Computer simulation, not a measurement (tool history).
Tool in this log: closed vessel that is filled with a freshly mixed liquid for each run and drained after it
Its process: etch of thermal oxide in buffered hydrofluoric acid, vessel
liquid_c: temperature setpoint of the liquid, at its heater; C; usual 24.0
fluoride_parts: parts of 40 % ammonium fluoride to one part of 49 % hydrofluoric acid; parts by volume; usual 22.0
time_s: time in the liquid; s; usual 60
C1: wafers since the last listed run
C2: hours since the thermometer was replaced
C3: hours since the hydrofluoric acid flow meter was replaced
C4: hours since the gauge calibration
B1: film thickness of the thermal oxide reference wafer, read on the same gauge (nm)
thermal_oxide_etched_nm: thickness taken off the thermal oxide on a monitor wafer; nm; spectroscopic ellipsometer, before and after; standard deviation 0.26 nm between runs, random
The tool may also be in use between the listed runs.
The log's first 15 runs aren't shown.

{"run": 16, "hour": 164.9, "liquid_c": 24.0, "fluoride_parts": 22.0, "time_s": 80, "C1": 479, "C2": 494.7, "C3": 1714.5, "C4": 396.6, "B1": 89.95, "thermal_oxide_etched_nm": 43.0}
{"hour": 171.2, "done": "gauge calibrated"}
{"run": 17, "hour": 174.3, "liquid_c": 27.0, "fluoride_parts": 25.0, "time_s": 40, "C1": 672, "C2": 504.1, "C3": 1723.9, "C4": 3.1, "B1": 89.98, "thermal_oxide_etched_nm": 23.29}
{"hour": 180.9, "done": "hydrofluoric acid flow meter replaced"}
{"run": 18, "hour": 186.0, "liquid_c": 27.0, "fluoride_parts": 29.5, "time_s": 60, "C1": 765, "C2": 515.8, "C3": 5.1, "C4": 14.8, "B1": 89.98, "thermal_oxide_etched_nm": 31.35}
{"hour": 194.1, "done": "thermometer replaced"}
{"run": 19, "hour": 195.8, "liquid_c": 27.5, "fluoride_parts": 29.5, "time_s": 90, "C1": 629, "C2": 1.7, "C3": 14.9, "C4": 24.6, "B1": 90.01, "thermal_oxide_etched_nm": 48.87}
{"run": 20, "hour": 209.6, "liquid_c": 26.0, "fluoride_parts": 22.0, "time_s": 45, "C1": 986, "C2": 15.5, "C3": 28.7, "C4": 38.4, "B1": 90.0, "thermal_oxide_etched_nm": 27.16}
{"run": 21, "hour": 217.4, "liquid_c": 24.0, "fluoride_parts": 22.0, "time_s": 60, "C1": 557, "C2": 23.3, "C3": 36.5, "C4": 46.2, "B1": 89.99, "thermal_oxide_etched_nm": 32.91}
{"run": 22, "hour": 224.5, "liquid_c": 28.5, "fluoride_parts": 26.5, "time_s": 60, "C1": 507, "C2": 30.4, "C3": 43.6, "C4": 53.3, "B1": 90.01, "thermal_oxide_etched_nm": 36.7}
{"run": 23, "hour": 239.1, "liquid_c": 24.0, "fluoride_parts": 22.0, "time_s": 60, "C1": 1043, "C2": 45.0, "C3": 58.2, "C4": 67.9, "B1": 89.98, "thermal_oxide_etched_nm": 32.92}
{"run": 24, "hour": 251.6, "liquid_c": 24.0, "fluoride_parts": 30.0, "time_s": 60, "C1": 893, "C2": 57.5, "C3": 70.7, "C4": 80.4, "B1": 89.96, "thermal_oxide_etched_nm": 26.22}
{"run": 25, "hour": 265.4, "liquid_c": 20.0, "fluoride_parts": 22.0, "time_s": 75, "C1": 986, "C2": 71.3, "C3": 84.5, "C4": 94.2, "B1": 90.0, "thermal_oxide_etched_nm": 32.75}
{"run": 26, "hour": 294.6, "liquid_c": 24.0, "fluoride_parts": 26.5, "time_s": 60, "C1": 2087, "C2": 100.5, "C3": 113.7, "C4": 123.4, "B1": 90.01, "thermal_oxide_etched_nm": 28.83}
{"run": 27, "hour": 308.8, "liquid_c": 28.0, "fluoride_parts": 26.0, "time_s": 85, "C1": 1015, "C2": 114.7, "C3": 127.9, "C4": 137.6, "B1": 90.01, "thermal_oxide_etched_nm": 51.27}
{"run": 28, "hour": 358.1, "liquid_c": 22.0, "fluoride_parts": 22.0, "time_s": 60, "C1": 3525, "C2": 164.0, "C3": 177.2, "C4": 186.9, "B1": 90.02, "thermal_oxide_etched_nm": 29.46}

Estimate the outcome of run 29 from the log above:
{"run": 29, "hour": 372.1, "liquid_c": 19.0, "fluoride_parts": 30.0, "time_s": 30, "C1": 1001, "C2": 178.0, "C3": 191.2, "C4": 200.9, "B1": "?", "thermal_oxide_etched_nm": "?"}

B1: 89.99
thermal_oxide_etched_nm: 9.88 nm
If the tool had no hidden condition, the same run with the same run-to-run variation would have returned thermal_oxide_etched_nm 9.88 nm.
